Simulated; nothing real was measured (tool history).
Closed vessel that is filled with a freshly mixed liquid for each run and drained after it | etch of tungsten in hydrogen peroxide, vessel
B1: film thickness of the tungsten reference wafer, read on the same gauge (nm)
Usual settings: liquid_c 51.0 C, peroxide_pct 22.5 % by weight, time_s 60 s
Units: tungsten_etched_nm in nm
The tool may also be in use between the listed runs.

run 1 hour=0.0 | liquid_c=51.0 peroxide_pct=22.5 time_s=60 | B1=109.99 | tungsten_etched_nm=53.18
run 2 hour=48.5 | liquid_c=51.0 peroxide_pct=22.5 time_s=60 | B1=109.99 | tungsten_etched_nm=52.85
run 3 hour=135.5 | liquid_c=51.0 peroxide_pct=22.5 time_s=60 | B1=110.00 | tungsten_etched_nm=52.96
run 4 hour=182.6 | liquid_c=51.0 peroxide_pct=22.5 time_s=60 | B1=110.00 | tungsten_etched_nm=52.75
-- hour=208.2 new drum of peroxide connected
run 5 hour=253.6 | liquid_c=51.0 peroxide_pct=22.5 time_s=60 | B1=110.00 | tungsten_etched_nm=52.73
run 6 hour=326.9 | liquid_c=51.0 peroxide_pct=25.5 time_s=60 | B1=110.02 | tungsten_etched_nm=56.76
run 7 hour=426.8 | liquid_c=51.0 peroxide_pct=22.5 time_s=60 | B1=109.99 | tungsten_etched_nm=53.08
run 8 hour=521.8 | liquid_c=51.0 peroxide_pct=22.5 time_s=60 | B1=110.01 | tungsten_etched_nm=53.17
run 9 hour=610.3 | liquid_c=51.0 peroxide_pct=22.5 time_s=60 | B1=109.99 | tungsten_etched_nm=53.24
-- hour=665.0 new drum of peroxide connected
run 10 hour=695.3 | liquid_c=51.0 peroxide_pct=22.5 time_s=60 | B1=110.01 | tungsten_etched_nm=53.54
-- hour=730.6 thermometer replaced
run 11 hour=772.3 | liquid_c=51.0 peroxide_pct=22.5 time_s=60 | B1=109.99 | tungsten_etched_nm=54.59
run 12 hour=836.8 | liquid_c=55.0 peroxide_pct=26.0 time_s=30 | B1=110.01 | tungsten_etched_nm=37.24
run 13 hour=881.9 | liquid_c=56.0 peroxide_pct=24.5 time_s=60 | B1=109.99 | tungsten_etched_nm=76.42
run 14 hour=932.0 | liquid_c=56.0 peroxide_pct=22.5 time_s=50 | B1=109.99 | tungsten_etched_nm=61.26
-- hour=982.1 peroxide flow meter replaced
run 15 hour=1003.4 | liquid_c=51.0 peroxide_pct=22.5 time_s=60 | B1=110.03 | tungsten_etched_nm=54.73
-- hour=1006.5 thermometer replaced, repeated, since the last time left the tool worse
-- hour=1042.4 new drum of peroxide connected
run 16 hour=1087.6 | liquid_c=43.0 peroxide_pct=29.0 time_s=60 | B1=110.03 | tungsten_etched_nm=36.18
-- hour=1115.8 gauge calibrated
run 17 hour=1183.2 | liquid_c=51.0 peroxide_pct=16.0 time_s=35 | B1=110.00 | tungsten_etched_nm=25.77
run 18 hour=1259.2 | liquid_c=54.0 peroxide_pct=19.0 time_s=50 | B1=109.97 | tungsten_etched_nm=48.14
run 19 hour=1409.0 | liquid_c=51.0 peroxide_pct=22.5 time_s=60 | B1=110.00 | tungsten_etched_nm=52.61
-- hour=1488.3 new drum of peroxide connected
run 20 hour=1494.8 | liquid_c=60.0 peroxide_pct=27.5 time_s=60 | B1=110.01 | tungsten_etched_nm=99.39
run 21 hour=1567.5 | liquid_c=51.0 peroxide_pct=19.5 time_s=75 | B1=110.00 | tungsten_etched_nm=61.44
run 22 hour=1635.5 | liquid_c=51.0 peroxide_pct=22.5 time_s=60 | B1=109.99 | tungsten_etched_nm=52.81
run 23 hour=1711.2 | liquid_c=45.0 peroxide_pct=27.5 time_s=60 | B1=110.01 | tungsten_etched_nm=40.56

Forecast each of these 3 alternatives for the next run:
run A hour=1711.9 | liquid_c=51.0 peroxide_pct=26.0 time_s=60 | B1=? | tungsten_etched_nm=?
run B hour=1711.9 | liquid_c=56.0 peroxide_pct=15.5 time_s=90 | B1=? | tungsten_etched_nm=?
run C hour=1711.9 | liquid_c=45.5 peroxide_pct=17.0 time_s=30 | B1=? | tungsten_etched_nm=?

run=A B1=110.04 tungsten_etched_nm=57.14
run=B B1=110.04 tungsten_etched_nm=89.19
run=C B1=110.04 tungsten_etched_nm=16.46
Without the tool's hidden state the same runs would have given:
run=A tungsten_etched_nm=55.94
run=B tungsten_etched_nm=87.37
run=C tungsten_etched_nm=16.10

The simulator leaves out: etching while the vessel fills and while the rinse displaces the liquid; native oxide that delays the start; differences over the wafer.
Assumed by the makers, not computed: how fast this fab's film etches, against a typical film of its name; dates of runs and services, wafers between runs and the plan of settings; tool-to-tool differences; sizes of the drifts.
